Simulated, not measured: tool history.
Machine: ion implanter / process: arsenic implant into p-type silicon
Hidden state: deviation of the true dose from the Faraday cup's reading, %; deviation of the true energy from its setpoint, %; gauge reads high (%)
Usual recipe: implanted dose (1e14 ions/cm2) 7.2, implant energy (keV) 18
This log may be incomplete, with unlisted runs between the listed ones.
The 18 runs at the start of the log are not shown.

run	day	implanted dose (1e14 ions/cm2)	implant energy (keV)	wafers since the last listed run	hours since the last dose calibration	hours since the extraction supply was calibrated	hours since the gauge calibration	read-back reference wafer on the same gauge, sheet resistance	sheet resistance of the implanted and annealed layer (ohm/square)
19	42.079	7.2	12	943	143.3	4463.7	107.9	174.13	163.22
20	44.475	5.35	12	1037	200.8	4521.2	165.4	173.95	196.68
# day 45.338: extraction supply calibrated
21	46.821	5.95	20	871	257.1	35.6	221.7	173.98	170.73
22	49.375	9.32	20.5	1106	318.4	96.9	283	173.98	128.57
23	50.721	7.7	18	582	350.7	129.2	315.3	174.25	148.19
24	53.55	7.2	18	1225	418.6	197.1	383.2	174.18	153.69
25	55.875	5.05	18	1006	474.4	252.9	439	174.44	195.7
26	58.725	7.2	23.5	1234	542.8	321.3	507.4	174.47	147.55
27	61.658	5.79	12.5	1270	613.2	391.7	577.8	175.14	186.97
28	62.708	8.22	22.5	454	638.4	416.9	603	174.98	135.52
29	64.604	8.45	18	820	683.9	462.4	648.5	175.24	139.51
30	67.079	6.56	20.5	1071	743.3	521.8	707.9	174.99	161.83
31	71.817	7.2	18	2051	857	635.5	821.6	175.54	157.32
32	74.771	6.42	16	1279	927.9	706.4	892.5	176.26	171.93
33	78.475	7.2	18	1604	1016.8	795.3	981.4	176.47	156.01
34	79.85	7.2	18	595	1049.8	828.3	1014.4	176.61	157.08
35	81.05	6.37	13.5	519	1078.6	857.1	1043.2	176.96	176.75
36	83.504	5.86	22	1062	1137.5	916	1102.1	177.24	174.27
37	85.429	7.7	18	833	1183.7	962.2	1148.3	177.77	151.49

Predict each of these 4 candidate next runs independently; none follows another, all start after run 37:
A	85.446	7.2	18	7	1184.1	962.6	1148.7	?	?
B	85.446	8.03	23	7	1184.1	962.6	1148.7	?	?
C	85.446	9.29	14.5	7	1184.1	962.6	1148.7	?	?
D	85.446	5.16	14	7	1184.1	962.6	1148.7	?	?

run	read-back reference wafer on the same gauge, sheet resistance	sheet resistance of the implanted and annealed layer (ohm/square)
A	177.6	158.1
B	177.6	140.37
C	177.6	142.69
D	177.6	204.33
The same runs, with their run-to-run variation unchanged, on a tool lacking any hidden condition would have given:
run	sheet resistance of the implanted and annealed layer (ohm/square)
A	155.87
B	138.39
C	140.68
D	201.45
